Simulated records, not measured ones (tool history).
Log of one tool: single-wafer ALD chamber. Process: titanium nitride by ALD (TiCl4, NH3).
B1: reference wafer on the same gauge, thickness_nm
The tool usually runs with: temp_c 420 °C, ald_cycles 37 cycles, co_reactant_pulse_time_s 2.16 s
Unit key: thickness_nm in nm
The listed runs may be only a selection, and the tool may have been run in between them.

{"run": 1, "day": 0.0, "temp_c": 420, "ald_cycles": 34, "co_reactant_pulse_time_s": 2.16, "B1": 0.815, "thickness_nm": 0.682}
{"run": 2, "day": 1.475, "temp_c": 420, "ald_cycles": 37, "co_reactant_pulse_time_s": 2.16, "B1": 0.814, "thickness_nm": 0.742}
{"run": 3, "day": 2.208, "temp_c": 420, "ald_cycles": 37, "co_reactant_pulse_time_s": 2.16, "B1": 0.814, "thickness_nm": 0.746}
{"run": 4, "day": 2.858, "temp_c": 420, "ald_cycles": 37, "co_reactant_pulse_time_s": 2.16, "B1": 0.814, "thickness_nm": 0.742}
{"run": 5, "day": 4.154, "temp_c": 420, "ald_cycles": 37, "co_reactant_pulse_time_s": 2.16, "B1": 0.813, "thickness_nm": 0.737}
{"run": 6, "day": 5.171, "temp_c": 420, "ald_cycles": 37, "co_reactant_pulse_time_s": 2.16, "B1": 0.813, "thickness_nm": 0.739}
{"run": 7, "day": 6.329, "temp_c": 420, "ald_cycles": 37, "co_reactant_pulse_time_s": 2.16, "B1": 0.813, "thickness_nm": 0.742}
{"run": 8, "day": 7.808, "temp_c": 420, "ald_cycles": 37, "co_reactant_pulse_time_s": 2.16, "B1": 0.813, "thickness_nm": 0.74}
{"run": 9, "day": 8.904, "temp_c": 420, "ald_cycles": 37, "co_reactant_pulse_time_s": 2.16, "B1": 0.812, "thickness_nm": 0.74}
{"run": 10, "day": 10.133, "temp_c": 420, "ald_cycles": 43, "co_reactant_pulse_time_s": 2.16, "B1": 0.812, "thickness_nm": 0.861}
{"run": 11, "day": 10.988, "temp_c": 420, "ald_cycles": 43, "co_reactant_pulse_time_s": 2.16, "B1": 0.812, "thickness_nm": 0.857}
{"day": 11.625, "done": "gauge calibrated"}
{"run": 12, "day": 12.238, "temp_c": 420, "ald_cycles": 43, "co_reactant_pulse_time_s": 2.16, "B1": 0.832, "thickness_nm": 0.882}
{"run": 13, "day": 12.983, "temp_c": 420, "ald_cycles": 37, "co_reactant_pulse_time_s": 2.16, "B1": 0.831, "thickness_nm": 0.757}
{"run": 14, "day": 14.429, "temp_c": 420, "ald_cycles": 37, "co_reactant_pulse_time_s": 2.16, "B1": 0.828, "thickness_nm": 0.755}
{"run": 15, "day": 14.962, "temp_c": 420, "ald_cycles": 37, "co_reactant_pulse_time_s": 2.16, "B1": 0.827, "thickness_nm": 0.755}
{"run": 16, "day": 15.733, "temp_c": 408, "ald_cycles": 35, "co_reactant_pulse_time_s": 2.7, "B1": 0.826, "thickness_nm": 0.715}
{"run": 17, "day": 17.1, "temp_c": 406, "ald_cycles": 35, "co_reactant_pulse_time_s": 1.89, "B1": 0.824, "thickness_nm": 0.701}
{"day": 18.088, "done": "showerhead replaced"}
{"run": 18, "day": 18.108, "temp_c": 414, "ald_cycles": 32, "co_reactant_pulse_time_s": 1.9, "B1": 0.824, "thickness_nm": 0.648}
{"run": 19, "day": 18.754, "temp_c": 420, "ald_cycles": 32, "co_reactant_pulse_time_s": 2.16, "B1": 0.823, "thickness_nm": 0.649}
{"day": 19.721, "done": "thermocouple changed; heater temperature recalibrated"}
{"run": 20, "day": 19.742, "temp_c": 427, "ald_cycles": 42, "co_reactant_pulse_time_s": 1.6, "B1": 0.822, "thickness_nm": 0.849}
{"run": 21, "day": 22.904, "temp_c": 420, "ald_cycles": 34, "co_reactant_pulse_time_s": 2.16, "B1": 0.819, "thickness_nm": 0.687}
{"run": 22, "day": 23.567, "temp_c": 420, "ald_cycles": 37, "co_reactant_pulse_time_s": 2.16, "B1": 0.819, "thickness_nm": 0.747}
{"run": 23, "day": 24.242, "temp_c": 412, "ald_cycles": 30, "co_reactant_pulse_time_s": 1.31, "B1": 0.819, "thickness_nm": 0.595}
{"run": 24, "day": 25.0, "temp_c": 408, "ald_cycles": 35, "co_reactant_pulse_time_s": 2.7, "B1": 0.818, "thickness_nm": 0.704}
{"run": 25, "day": 25.712, "temp_c": 406, "ald_cycles": 37, "co_reactant_pulse_time_s": 2.16, "B1": 0.818, "thickness_nm": 0.743}
{"run": 26, "day": 26.671, "temp_c": 429, "ald_cycles": 40, "co_reactant_pulse_time_s": 2.72, "B1": 0.817, "thickness_nm": 0.81}
{"run": 27, "day": 27.2, "temp_c": 427, "ald_cycles": 34, "co_reactant_pulse_time_s": 2.6, "B1": 0.817, "thickness_nm": 0.687}
{"run": 28, "day": 28.279, "temp_c": 433, "ald_cycles": 33, "co_reactant_pulse_time_s": 2.97, "B1": 0.816, "thickness_nm": 0.666}
{"run": 29, "day": 31.85, "temp_c": 420, "ald_cycles": 42, "co_reactant_pulse_time_s": 2.16, "B1": 0.816, "thickness_nm": 0.846}

Results for each run, recomputed without the tool's hidden state and with each run's random variation untouched:
The hidden state here: wafer temperature above the value expected at the setpoint (K); gauge reads high (%).
run=1 thickness_nm=0.695
run=2 thickness_nm=0.757
run=3 thickness_nm=0.762
run=4 thickness_nm=0.757
run=5 thickness_nm=0.752
run=6 thickness_nm=0.755
run=7 thickness_nm=0.759
run=8 thickness_nm=0.757
run=9 thickness_nm=0.757
run=10 thickness_nm=0.881
run=11 thickness_nm=0.877
run=12 thickness_nm=0.881
run=13 thickness_nm=0.758
run=14 thickness_nm=0.758
run=15 thickness_nm=0.758
run=16 thickness_nm=0.719
run=17 thickness_nm=0.707
run=18 thickness_nm=0.654
run=19 thickness_nm=0.655
run=20 thickness_nm=0.858
run=21 thickness_nm=0.696
run=22 thickness_nm=0.758
run=23 thickness_nm=0.604
run=24 thickness_nm=0.715
run=25 thickness_nm=0.755
run=26 thickness_nm=0.823
run=27 thickness_nm=0.699
run=28 thickness_nm=0.678
run=29 thickness_nm=0.862
